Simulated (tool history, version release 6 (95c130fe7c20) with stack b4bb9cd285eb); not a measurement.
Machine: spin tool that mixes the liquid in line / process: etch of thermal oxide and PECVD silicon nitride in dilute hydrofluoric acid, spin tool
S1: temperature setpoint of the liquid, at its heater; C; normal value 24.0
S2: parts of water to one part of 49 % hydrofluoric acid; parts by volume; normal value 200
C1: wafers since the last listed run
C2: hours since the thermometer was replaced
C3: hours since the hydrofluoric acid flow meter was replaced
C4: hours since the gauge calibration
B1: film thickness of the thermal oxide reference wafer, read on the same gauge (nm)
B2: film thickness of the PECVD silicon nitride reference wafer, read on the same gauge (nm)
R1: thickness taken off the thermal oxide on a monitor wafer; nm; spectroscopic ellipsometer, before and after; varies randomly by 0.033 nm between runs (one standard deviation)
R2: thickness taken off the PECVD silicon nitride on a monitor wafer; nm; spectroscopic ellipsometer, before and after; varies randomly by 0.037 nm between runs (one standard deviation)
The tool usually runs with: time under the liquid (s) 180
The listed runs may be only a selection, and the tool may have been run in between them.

run 1 hour=0.0 | S1=26.0 S2=200 time_under_the_liquid_(s)=130 | C1=0 C2=745.9 C3=489.9 C4=1229.8 | B1=29.988 B2=50.008 | R1=2.811 R2=1.313
-- hour=102.7 hydrofluoric acid flow meter replaced
run 2 hour=104.6 | S1=24.0 S2=200 time_under_the_liquid_(s)=180 | C1=623 C2=850.5 C3=1.9 C4=1334.4 | B1=29.972 B2=50.001 | R1=3.644 R2=1.655
run 3 hour=171.9 | S1=24.0 S2=200 time_under_the_liquid_(s)=180 | C1=404 C2=917.8 C3=69.2 C4=1401.7 | B1=30.027 B2=49.989 | R1=3.598 R2=1.675
run 4 hour=209.5 | S1=24.0 S2=200 time_under_the_liquid_(s)=180 | C1=226 C2=955.4 C3=106.8 C4=1439.3 | B1=30.004 B2=50.009 | R1=3.722 R2=1.708
run 5 hour=254.8 | S1=24.0 S2=200 time_under_the_liquid_(s)=180 | C1=272 C2=1000.7 C3=152.1 C4=1484.6 | B1=29.981 B2=49.988 | R1=3.634 R2=1.696
run 6 hour=322.5 | S1=24.0 S2=200 time_under_the_liquid_(s)=180 | C1=407 C2=1068.4 C3=219.8 C4=1552.3 | B1=29.997 B2=50.016 | R1=3.648 R2=1.673
run 7 hour=375.8 | S1=27.5 S2=135 time_under_the_liquid_(s)=225 | C1=320 C2=1121.7 C3=273.1 C4=1605.6 | B1=29.989 B2=49.974 | R1=8.354 R2=3.842
run 8 hour=428.9 | S1=24.0 S2=200 time_under_the_liquid_(s)=180 | C1=319 C2=1174.8 C3=326.2 C4=1658.7 | B1=29.995 B2=49.981 | R1=3.711 R2=1.678
run 9 hour=466.4 | S1=24.0 S2=140 time_under_the_liquid_(s)=75 | C1=225 C2=1212.3 C3=363.7 C4=1696.2 | B1=30.020 B2=49.981 | R1=2.390 R2=0.996
run 10 hour=520.7 | S1=27.5 S2=135 time_under_the_liquid_(s)=225 | C1=326 C2=1266.6 C3=418.0 C4=1750.5 | B1=30.014 B2=50.018 | R1=8.489 R2=3.969
-- hour=604.9 thermometer replaced
run 11 hour=626.5 | S1=24.0 S2=120 time_under_the_liquid_(s)=180 | C1=630 C2=21.6 C3=523.8 C4=1856.3 | B1=29.996 B2=50.037 | R1=6.261 R2=2.453
run 12 hour=668.4 | S1=24.0 S2=145 time_under_the_liquid_(s)=180 | C1=252 C2=63.5 C3=565.7 C4=1898.2 | B1=29.978 B2=49.978 | R1=4.925 R2=2.108
run 13 hour=717.1 | S1=21.0 S2=200 time_under_the_liquid_(s)=180 | C1=292 C2=112.2 C3=614.4 C4=1946.9 | B1=29.975 B2=49.966 | R1=3.074 R2=1.275
-- hour=731.7 hydrofluoric acid flow meter replaced
run 14 hour=806.2 | S1=24.0 S2=200 time_under_the_liquid_(s)=180 | C1=529 C2=201.3 C3=74.5 C4=2036.0 | B1=30.035 B2=50.041 | R1=3.464 R2=1.563
-- hour=827.0 gauge calibrated
run 15 hour=1121.4 | S1=24.0 S2=200 time_under_the_liquid_(s)=180 | C1=1896 C2=516.5 C3=389.7 C4=294.4 | B1=30.019 B2=49.994 | R1=3.515 R2=1.538
run 16 hour=1207.0 | S1=24.0 S2=120 time_under_the_liquid_(s)=110 | C1=514 C2=602.1 C3=475.3 C4=380.0 | B1=29.992 B2=50.024 | R1=4.068 R2=1.651
run 17 hour=1272.1 | S1=21.0 S2=175 time_under_the_liquid_(s)=180 | C1=391 C2=667.2 C3=540.4 C4=445.1 | B1=29.955 B2=50.022 | R1=3.783 R2=1.501
-- hour=1342.7 hydrofluoric acid flow meter replaced
run 18 hour=1360.5 | S1=24.0 S2=145 time_under_the_liquid_(s)=180 | C1=525 C2=755.6 C3=17.8 C4=533.5 | B1=30.003 B2=50.006 | R1=5.238 R2=2.234
run 19 hour=1419.5 | S1=29.0 S2=200 time_under_the_liquid_(s)=115 | C1=354 C2=814.6 C3=76.8 C4=592.5 | B1=30.059 B2=50.016 | R1=2.734 R2=1.421
run 20 hour=1480.5 | S1=24.0 S2=200 time_under_the_liquid_(s)=180 | C1=366 C2=875.6 C3=137.8 C4=653.5 | B1=29.999 B2=49.972 | R1=3.610 R2=1.673
run 21 hour=1581.9 | S1=25.5 S2=200 time_under_the_liquid_(s)=110 | C1=609 C2=977.0 C3=239.2 C4=754.9 | B1=30.044 B2=49.990 | R1=2.337 R2=1.098
run 22 hour=1633.2 | S1=29.0 S2=295 time_under_the_liquid_(s)=255 | C1=308 C2=1028.3 C3=290.5 C4=806.2 | B1=30.001 B2=50.015 | R1=3.734 R2=2.246
run 23 hour=1692.8 | S1=28.5 S2=200 time_under_the_liquid_(s)=95 | C1=358 C2=1087.9 C3=350.1 C4=865.8 | B1=29.997 B2=49.979 | R1=2.292 R2=1.157
run 24 hour=1797.1 | S1=28.0 S2=130 time_under_the_liquid_(s)=220 | C1=627 C2=1192.2 C3=454.4 C4=970.1 | B1=29.980 B2=50.031 | R1=8.710 R2=4.149

Exercise: give the hidden state of the tool at every run:
hydrofluoric acid flow below the setpoint (%): 0, the same for each run
gauge reads high (%): 0, the same for each run
H1: liquid hotter than its thermometer reads (K)
run=1 H1=1.5
run=2 H1=1.7
run=3 H1=1.82
run=4 H1=1.9
run=5 H1=1.98
run=6 H1=2.11
run=7 H1=2.21
run=8 H1=2.31
run=9 H1=2.38
run=10 H1=2.49
run=11 H1=0.21
run=12 H1=0.289
run=13 H1=0.381
run=14 H1=0.55
run=15 H1=1.15
run=16 H1=1.31
run=17 H1=1.43
run=18 H1=1.6
run=19 H1=1.71
run=20 H1=1.83
run=21 H1=2.02
run=22 H1=2.12
run=23 H1=2.23
run=24 H1=2.43
